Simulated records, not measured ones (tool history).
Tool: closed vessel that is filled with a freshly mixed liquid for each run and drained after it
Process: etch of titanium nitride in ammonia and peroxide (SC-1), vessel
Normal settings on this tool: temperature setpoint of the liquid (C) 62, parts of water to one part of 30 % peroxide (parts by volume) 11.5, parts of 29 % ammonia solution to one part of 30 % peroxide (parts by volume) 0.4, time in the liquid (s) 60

run	hour	temperature setpoint of the liquid (C)	parts of water to one part of 30 % peroxide (parts by volume)	parts of 29 % ammonia solution to one part of 30 % peroxide (parts by volume)	time in the liquid (s)	read-back film thickness of the titanium nitride reference wafer, read on the same gauge (nm)	thickness taken off the titanium nitride on a monitor wafer (angstrom)
1	0	66	11.5	0.4	60	99.99	117.5
2	23.6	66	11.5	0.4	60	100.01	117.5
3	35.7	66	11.5	0.4	60	100	118.2
4	48.1	62	11.5	0.4	60	99.99	92.1
5	74.8	62	17.5	0.4	60	99.99	73.3
6	101.3	62	11.5	0.55	60	100.02	96.8
7	128.4	62	11.5	0.4	60	100	92.8
8	155.6	58	16.5	0.5	60	100.04	60.7
9	183.2	59.5	11.5	0.4	75	100.01	97.2
# hour 200.1: thermometer replaced
# hour 209.6: new drum of ammonia solution connected
10	218.7	62	11.5	0.4	60	100	91.2
11	271.8	52	8.5	0.3	60	99.96	52.2
12	296.8	62	11.5	0.4	90	100.02	137.6
13	319.2	62	11.5	0.4	60	100.02	90.7
14	351.9	62	11.5	0.4	60	99.99	92.4
# hour 359.7: gauge calibrated
# hour 393.7: ammonia flow meter replaced
15	453.2	68	17.5	0.4	30	99.99	54.5
16	479.1	66	11.5	0.4	60	99.99	119
17	495.6	62	11.5	0.4	60	100	91.8
18	525.4	70	11.5	0.4	60	100.02	152.3
19	539.8	56.5	11.5	0.4	60	99.97	63
20	574.2	62	11.5	0.4	60	100.02	91.6
21	605.1	70	15	0.5	30	100	69.2
22	633.2	62	14	0.4	60	99.99	83.4
23	665.8	53	11.5	0.4	60	100.01	50
24	682.9	62	16	0.6	60	99.98	81.7
25	699.5	62	11.5	0.4	60	99.99	92
26	728.6	52.5	6.5	0.55	50	100.02	57.3
27	759.5	62	11.5	0.6	40	99.98	64.9
28	793	62	11.5	0.5	60	100	95.7

What if the next run were any one of these 4? Each begins from the tool's condition after run 28:
A	793.7	62	11.5	0.4	60	?	?
B	793.7	62	14	0.4	45	?	?
C	793.7	62	11.5	0.6	50	?	?
D	793.7	70	8	0.35	45	?	?

run	read-back film thickness of the titanium nitride reference wafer, read on the same gauge (nm)	thickness taken off the titanium nitride on a monitor wafer (angstrom)
A	100	92.4
B	100	62.3
C	100	82.8
D	100	135.8
What these runs would have given with no unlogged condition in the tool:
run	thickness taken off the titanium nitride on a monitor wafer (angstrom)
A	92.4
B	62.3
C	82.8
D	135.8
